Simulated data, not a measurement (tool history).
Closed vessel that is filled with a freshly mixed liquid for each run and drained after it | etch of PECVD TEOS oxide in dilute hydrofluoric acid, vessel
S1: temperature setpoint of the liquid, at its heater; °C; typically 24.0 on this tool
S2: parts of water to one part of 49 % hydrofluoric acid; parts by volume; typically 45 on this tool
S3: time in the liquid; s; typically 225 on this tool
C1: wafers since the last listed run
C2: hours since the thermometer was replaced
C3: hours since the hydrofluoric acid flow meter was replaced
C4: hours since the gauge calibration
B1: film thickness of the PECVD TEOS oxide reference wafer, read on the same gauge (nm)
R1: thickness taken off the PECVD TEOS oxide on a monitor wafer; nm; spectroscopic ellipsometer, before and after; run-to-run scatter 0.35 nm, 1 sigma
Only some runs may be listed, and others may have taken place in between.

run     day    S1  S2   S3     C1     C2     C3      C4     B1     R1
  1   0.000  24.0  30  225      0  276.8   33.2   876.3  29.96  83.52
  2   2.046  24.0  30  225   6070  325.9   82.3   925.4  30.04  82.69
  3   4.254  24.0  30  225   6552  378.9  135.3   978.4  29.97  83.50
      6.929  -- thermometer replaced
  4  11.421  20.0  45  225  21142  107.8  307.3  1150.4  30.01  47.13
  5  13.246  24.0  45  225   5415  151.6  351.1  1194.2  30.05  55.37
  6  14.996  24.0  45  225   5192  193.6  393.1  1236.2  29.99  56.23
  7  17.642  24.0  45  225   7851  257.1  456.6  1299.7  30.06  56.69
  8  20.433  24.0  45  140   8283  324.1  523.6  1366.7  30.01  35.55
  9  23.162  24.0  45  225   8098  389.6  589.1  1432.2  29.95  56.34
 10  25.517  24.0  45  225   6985  446.1  645.6  1488.7  30.02  56.35
     26.850  -- gauge calibrated
 11  28.008  20.0  40  225   7393  505.9  705.4    27.8  29.99  54.70
 12  29.104  20.0  40  225   3251  532.2  731.7    54.1  30.07  54.24
     29.654  -- thermometer replaced
 13  31.700  20.0  40  225   7579   49.1  794.0   116.4  30.00  54.96
 14  34.004  23.0  45  265   6837  104.4  849.3   171.7  30.00  65.58
 15  36.458  24.0  45  225   7282  163.3  908.2   230.6  29.98  58.41
 16  37.675  24.0  45  225   3610  192.5  937.4   259.8  30.01  58.05
     38.500  -- hydrofluoric acid flow meter replaced
 17  38.933  26.5  30  225   3610  222.7   10.4   290.0  29.96  93.48
 18  40.746  21.5  45  225   5378  266.2   53.9   333.5  29.96  49.70
 19  42.204  24.0  45  110   4327  301.2   88.9   368.5  29.94  26.73
 20  43.712  24.0  50  135   4475  337.4  125.1   404.7  30.04  29.48
 21  45.708  24.0  60  225   5922  385.3  173.0   452.6  30.07  40.64
 22  46.983  24.0  45  345   3783  415.9  203.6   483.2  30.01  86.26

Run 23 is up next; what results do you expect?
     48.546  -- thermometer replaced
 23  49.508  24.0  60  100  7368  23.1  264.2  543.8   ?   ?

B1: 30.02
R1: 18.17 nm
Had the tool carried no hidden state, the very same run would have given R1 17.64 nm.

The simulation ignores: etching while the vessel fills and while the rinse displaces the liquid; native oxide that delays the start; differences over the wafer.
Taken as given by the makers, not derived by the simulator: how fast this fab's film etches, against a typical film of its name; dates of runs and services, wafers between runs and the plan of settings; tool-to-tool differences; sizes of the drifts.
